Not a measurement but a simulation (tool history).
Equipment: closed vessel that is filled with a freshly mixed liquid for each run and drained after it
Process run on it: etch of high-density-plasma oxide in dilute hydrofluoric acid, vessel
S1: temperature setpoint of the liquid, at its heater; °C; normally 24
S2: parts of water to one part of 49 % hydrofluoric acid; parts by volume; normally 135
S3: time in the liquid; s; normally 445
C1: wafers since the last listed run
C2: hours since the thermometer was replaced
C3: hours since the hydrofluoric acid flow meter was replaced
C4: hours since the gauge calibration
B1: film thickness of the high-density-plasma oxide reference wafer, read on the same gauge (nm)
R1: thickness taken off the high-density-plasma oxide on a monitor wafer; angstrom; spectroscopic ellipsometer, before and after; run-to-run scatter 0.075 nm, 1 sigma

Run 1, day 0: usual settings; C1 0; C2 1182.8; C3 377.6; C4 1637.7; B1 30.02. Result: R1 197.7 angstrom.
Run 2, day 1.558: usual settings; C1 2372; C2 1220.2; C3 415; C4 1675.1; B1 29.98. Result: R1 197 angstrom.
Run 3, day 5.142: usual settings; C1 5454; C2 1306.2; C3 501; C4 1761.1; B1 30. Result: R1 196.3 angstrom.
Run 4, day 13.383: usual settings; C1 12545; C2 1504; C3 698.8; C4 1958.9; B1 29.99. Result: R1 195.5 angstrom.
Run 5, day 16.262: usual settings but S1 22.5 °C; C1 4382; C2 1573.1; C3 767.9; C4 2028; B1 29.99. Result: R1 185.2 angstrom.
Run 6, day 19.133: usual settings but S1 22.5 °C; C1 4369; C2 1642; C3 836.8; C4 2096.9; B1 30. Result: R1 185.1 angstrom.
Run 7, day 20.817: usual settings but S1 27.5 °C, S2 150 parts by volume; C1 2562; C2 1682.4; C3 877.2; C4 2137.3; B1 30.01. Result: R1 197.3 angstrom.
Run 8, day 22.571: usual settings; C1 2670; C2 1724.5; C3 919.3; C4 2179.4; B1 30.01. Result: R1 195.6 angstrom.
Run 9, day 26.188: usual settings; C1 5505; C2 1811.3; C3 1006.1; C4 2266.2; B1 30.01. Result: R1 194.7 angstrom.
Run 10, day 29.654: usual settings; C1 5276; C2 1894.5; C3 1089.3; C4 2349.4; B1 29.99. Result: R1 194.1 angstrom.
Run 11, day 33.412: usual settings; C1 5720; C2 1984.7; C3 1179.5; C4 2439.6; B1 29.99. Result: R1 194.8 angstrom.
Run 12, day 37.825: usual settings but S2 110 parts by volume; C1 6716; C2 2090.6; C3 1285.4; C4 2545.5; B1 30.01. Result: R1 245.1 angstrom.
Run 13, day 40.904: usual settings but S2 110 parts by volume; C1 4686; C2 2164.5; C3 1359.3; C4 2619.4; B1 29.99. Result: R1 243.4 angstrom.
Run 14, day 44.338: usual settings but S2 110 parts by volume; C1 5226; C2 2246.9; C3 1441.7; C4 2701.8; B1 30.02. Result: R1 242.7 angstrom.
Run 15, day 48.133: usual settings; C1 5777; C2 2338; C3 1532.8; C4 2792.9; B1 30. Result: R1 192.4 angstrom.
Run 16, day 50.25: usual settings but S1 26 °C, S2 105 parts by volume, S3 545 s; C1 3221; C2 2388.8; C3 1583.6; C4 2843.7; B1 30.01. Result: R1 340.6 angstrom.
Run 17, day 53.738: usual settings; C1 5308; C2 2472.5; C3 1667.3; C4 2927.4; B1 29.98. Result: R1 192.3 angstrom.
At day 55.058: gauge calibrated.
Run 18, day 58.475: usual settings; C1 7211; C2 2586.2; C3 1781; C4 82; B1 30. Result: R1 191.5 angstrom.
Run 19, day 61.192: usual settings; C1 4135; C2 2651.4; C3 1846.2; C4 147.2; B1 30.01. Result: R1 191.4 angstrom.
At day 62.733: hydrofluoric acid flow meter replaced.
Run 20, day 63.988: usual settings but S1 25.5 °C, S2 80 parts by volume; C1 4192; C2 2718.5; C3 30.1; C4 214.3; B1 29.99. Result: R1 379.2 angstrom.
Run 21, day 65.912: usual settings; C1 2930; C2 2764.7; C3 76.3; C4 260.5; B1 30.01. Result: R1 199.6 angstrom.
At day 67.771: thermometer replaced.
Run 22, day 69.746: usual settings but S1 29 °C, S3 660 s; C1 5771; C2 47.4; C3 168.3; C4 352.5; B1 30.01. Result: R1 357.4 angstrom.
Run 23, day 73.733: usual settings but S1 25.5 °C, S2 80 parts by volume, S3 210 s; C1 6069; C2 143.1; C3 264; C4 448.2; B1 30. Result: R1 178.9 angstrom.
Run 24, day 77.933: usual settings but S1 28 °C, S2 70 parts by volume; C1 6393; C2 243.9; C3 364.8; C4 549; B1 29.98. Result: R1 481.8 angstrom.
Run 25, day 79.458: usual settings; C1 2321; C2 280.5; C3 401.4; C4 585.6; B1 30.01. Result: R1 198.4 angstrom.
Run 26, day 82.862: usual settings; C1 5181; C2 362.2; C3 483.1; C4 667.3; B1 30.01. Result: R1 197.5 angstrom.
Run 27, day 84.888: usual settings but S1 21.5 °C, S2 90 parts by volume, S3 375 s; C1 3082; C2 410.8; C3 531.7; C4 715.9; B1 30.01. Result: R1 238.1 angstrom.
Run 28, day 87.588: usual settings but S1 21 °C, S2 80 parts by volume, S3 350 s; C1 4109; C2 475.6; C3 596.5; C4 780.7; B1 30. Result: R1 246.9 angstrom.
Run 29, day 90.012: usual settings but S2 165 parts by volume, S3 550 s; C1 3691; C2 533.8; C3 654.7; C4 838.9; B1 30.01. Result: R1 191.5 angstrom.
Run 30, day 92.883: usual settings but S1 29 °C, S2 200 parts by volume, S3 625 s; C1 4369; C2 602.7; C3 723.6; C4 907.8; B1 30.01. Result: R1 207.5 angstrom.
Run 31, day 96.125: usual settings but S1 29 °C, S2 115 parts by volume, S3 610 s; C1 4934; C2 680.5; C3 801.4; C4 985.6; B1 30.02. Result: R1 393.1 angstrom.
Run 32, day 98.992: usual settings but S2 110 parts by volume, S3 660 s; C1 4363; C2 749.3; C3 870.2; C4 1054.4; B1 29.99. Result: R1 367.8 angstrom.
Run 33, day 103.425: usual settings; C1 6748; C2 855.7; C3 976.6; C4 1160.8; B1 29.99. Result: R1 195.2 angstrom.

Hidden state, per run?
liquid colder than its thermometer reads (K): 0 in every run
gauge reads high (%): 0 in every run
H1: hydrofluoric acid flow below the setpoint (%)
run     H1
  1    1.1
  2   1.17
  3   1.31
  4   1.66
  5   1.78
  6    1.9
  7   1.97
  8   2.04
  9   2.19
 10   2.34
 11   2.49
 12   2.68
 13    2.8
 14   2.95
 15    3.1
 16   3.19
 17   3.34
 18   3.54
 19   3.65
 20  0.182
 21  0.262
 22  0.422
 23  0.588
 24  0.763
 25  0.826
 26  0.968
 27   1.05
 28   1.16
 29   1.27
 30   1.39
 31   1.52
 32   1.64
 33   1.82
